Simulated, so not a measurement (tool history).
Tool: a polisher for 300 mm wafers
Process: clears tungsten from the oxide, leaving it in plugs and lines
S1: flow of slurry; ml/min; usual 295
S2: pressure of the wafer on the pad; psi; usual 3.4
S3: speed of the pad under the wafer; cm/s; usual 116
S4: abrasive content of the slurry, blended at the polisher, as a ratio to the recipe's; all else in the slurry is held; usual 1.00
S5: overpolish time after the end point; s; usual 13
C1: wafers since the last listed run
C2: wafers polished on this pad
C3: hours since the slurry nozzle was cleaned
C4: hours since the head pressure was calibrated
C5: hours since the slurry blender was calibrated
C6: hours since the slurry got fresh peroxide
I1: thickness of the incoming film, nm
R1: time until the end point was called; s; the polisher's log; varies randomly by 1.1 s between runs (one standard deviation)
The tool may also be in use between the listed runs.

run 1 hour=0.0 | S1=295 S2=3.4 S3=116 S4=1.00 S5=13 | C1=0 C2=147 C3=530.4 C4=447.6 C5=225.8 C6=187.9 | I1=437.5 | R1=96.8
-- hour=26.1 head pressure recalibrated
-- hour=67.6 slurry nozzle cleaned
run 2 hour=71.6 | S1=295 S2=3.4 S3=116 S4=1.00 S5=13 | C1=396 C2=544 C3=4.0 C4=45.5 C5=297.4 C6=259.5 | I1=435.4 | R1=98.4
run 3 hour=110.2 | S1=295 S2=3.4 S3=116 S4=1.00 S5=13 | C1=223 C2=767 C3=42.6 C4=84.1 C5=336.0 C6=298.1 | I1=438.9 | R1=95.3
run 4 hour=154.3 | S1=330 S2=3.4 S3=90 S4=1.00 S5=13 | C1=255 C2=1022 C3=86.7 C4=128.2 C5=380.1 C6=342.2 | I1=428.7 | R1=118.9
-- hour=212.2 slurry tank refilled with fresh slurry and peroxide
run 5 hour=218.0 | S1=295 S2=3.4 S3=116 S4=1.00 S5=13 | C1=362 C2=1385 C3=150.4 C4=191.9 C5=443.8 C6=5.8 | I1=435.4 | R1=88.3
-- hour=230.3 slurry blender recalibrated
run 6 hour=261.1 | S1=295 S2=3.4 S3=116 S4=1.00 S5=13 | C1=237 C2=1622 C3=193.5 C4=235.0 C5=30.8 C6=48.9 | I1=439.6 | R1=92.0
run 7 hour=324.9 | S1=225 S2=3.4 S3=116 S4=1.15 S5=9 | C1=369 C2=1991 C3=257.3 C4=298.8 C5=94.6 C6=112.7 | I1=435.8 | R1=92.7
run 8 hour=383.7 | S1=295 S2=4.4 S3=116 S4=1.00 S5=13 | C1=340 C2=2331 C3=316.1 C4=357.6 C5=153.4 C6=171.5 | I1=438.6 | R1=73.8
-- hour=437.0 head pressure recalibrated
run 9 hour=450.8 | S1=295 S2=3.4 S3=116 S4=1.00 S5=13 | C1=376 C2=2708 C3=383.2 C4=13.8 C5=220.5 C6=238.6 | I1=436.2 | R1=99.6
-- hour=465.9 worn pad replaced by a new one
run 10 hour=524.5 | S1=295 S2=3.4 S3=106 S4=1.00 S5=15 | C1=403 C2=338 C3=456.9 C4=87.5 C5=294.2 C6=312.3 | I1=436.1 | R1=108.7
run 11 hour=585.4 | S1=295 S2=3.4 S3=152 S4=1.00 S5=10 | C1=352 C2=690 C3=517.8 C4=148.4 C5=355.1 C6=373.2 | I1=442.1 | R1=76.1
run 12 hour=616.7 | S1=330 S2=3.4 S3=90 S4=1.00 S5=13 | C1=181 C2=872 C3=549.1 C4=179.7 C5=386.4 C6=404.5 | I1=437.1 | R1=125.6
-- hour=630.3 slurry blender recalibrated
run 13 hour=648.7 | S1=295 S2=3.4 S3=116 S4=1.00 S5=13 | C1=173 C2=1045 C3=581.1 C4=211.7 C5=18.4 C6=436.5 | I1=434.0 | R1=98.9
-- hour=694.4 slurry tank refilled with fresh slurry and peroxide
-- hour=702.7 slurry nozzle cleaned
run 14 hour=712.8 | S1=295 S2=2.6 S3=134 S4=1.00 S5=13 | C1=359 C2=1404 C3=10.1 C4=275.8 C5=82.5 C6=18.4 | I1=431.1 | R1=97.4
run 15 hour=753.7 | S1=295 S2=3.4 S3=76 S4=1.00 S5=13 | C1=236 C2=1641 C3=51.0 C4=316.7 C5=123.4 C6=59.3 | I1=432.9 | R1=137.2
run 16 hour=795.4 | S1=295 S2=3.4 S3=116 S4=1.00 S5=13 | C1=241 C2=1882 C3=92.7 C4=358.4 C5=165.1 C6=101.0 | I1=427.3 | R1=90.3
run 17 hour=819.4 | S1=395 S2=3.8 S3=116 S4=1.00 S5=13 | C1=138 C2=2021 C3=116.7 C4=382.4 C5=189.1 C6=125.0 | I1=434.2 | R1=78.5
run 18 hour=864.5 | S1=270 S2=3.4 S3=116 S4=1.00 S5=13 | C1=260 C2=2282 C3=161.8 C4=427.5 C5=234.2 C6=170.1 | I1=431.4 | R1=94.9
-- hour=867.3 head pressure recalibrated
-- hour=905.9 worn pad replaced by a new one
run 19 hour=906.4 | S1=230 S2=3.0 S3=130 S4=1.30 S5=13 | C1=207 C2=2 C3=203.7 C4=39.1 C5=276.1 C6=212.0 | I1=437.1 | R1=94.9
run 20 hour=970.5 | S1=295 S2=3.4 S3=116 S4=1.00 S5=13 | C1=370 C2=373 C3=267.8 C4=103.2 C5=340.2 C6=276.1 | I1=440.7 | R1=95.8
run 21 hour=1003.4 | S1=295 S2=3.4 S3=116 S4=0.85 S5=16 | C1=190 C2=563 C3=300.7 C4=136.1 C5=373.1 C6=309.0 | I1=430.8 | R1=98.0
-- hour=1023.2 slurry blender recalibrated
run 22 hour=1064.0 | S1=295 S2=3.4 S3=104 S4=1.00 S5=13 | C1=338 C2=902 C3=361.3 C4=196.7 C5=40.8 C6=369.6 | I1=437.3 | R1=107.1
-- hour=1100.7 slurry tank refilled with fresh slurry and peroxide
run 23 hour=1107.9 | S1=295 S2=4.3 S3=116 S4=1.00 S5=16 | C1=248 C2=1151 C3=405.2 C4=240.6 C5=84.7 C6=7.2 | I1=433.6 | R1=68.5
run 24 hour=1155.4 | S1=295 S2=3.0 S3=116 S4=1.00 S5=10 | C1=274 C2=1425 C3=452.7 C4=288.1 C5=132.2 C6=54.7 | I1=429.9 | R1=98.6
run 25 hour=1226.1 | S1=295 S2=3.4 S3=116 S4=1.00 S5=13 | C1=408 C2=1834 C3=523.4 C4=358.8 C5=202.9 C6=125.4 | I1=437.7 | R1=93.9

How would selected steps in R1 from run to run divide? Give the signed amount a tool lacking its hidden state would still show from settings, what came in and random variation, and the signed amount left for the hidden state, including any gauge scatter that is not in both of the compared results.
The tool's hidden condition here consists of: removal rate lost through wear of the pad, %; slurry flow missing at the pad, %; deviation of the head's pressure from its setpoint, %; abrasive missing from the slurry, %; peroxide lost from the slurry, %.
Run 4 -> 5: S1 330 -> 295, S3 90 -> 116, slurry tank refilled with fresh slurry and peroxide. R1 -30.6 s: hidden state -12.0, all else -18.6.
Run 11 -> 12: S1 295 -> 330, S3 152 -> 90, S5 10 -> 13. R1 +49.5 s: hidden state +6.5, all else +43.0.
Run 15 -> 16: S3 76 -> 116. R1 -46.9 s: hidden state -0.2, all else -46.7.
Run 22 -> 23: S2 3.4 -> 4.3, S3 104 -> 116, S5 13 -> 16, slurry tank refilled with fresh slurry and peroxide. R1 -38.6 s: hidden state -11.3, all else -27.3.

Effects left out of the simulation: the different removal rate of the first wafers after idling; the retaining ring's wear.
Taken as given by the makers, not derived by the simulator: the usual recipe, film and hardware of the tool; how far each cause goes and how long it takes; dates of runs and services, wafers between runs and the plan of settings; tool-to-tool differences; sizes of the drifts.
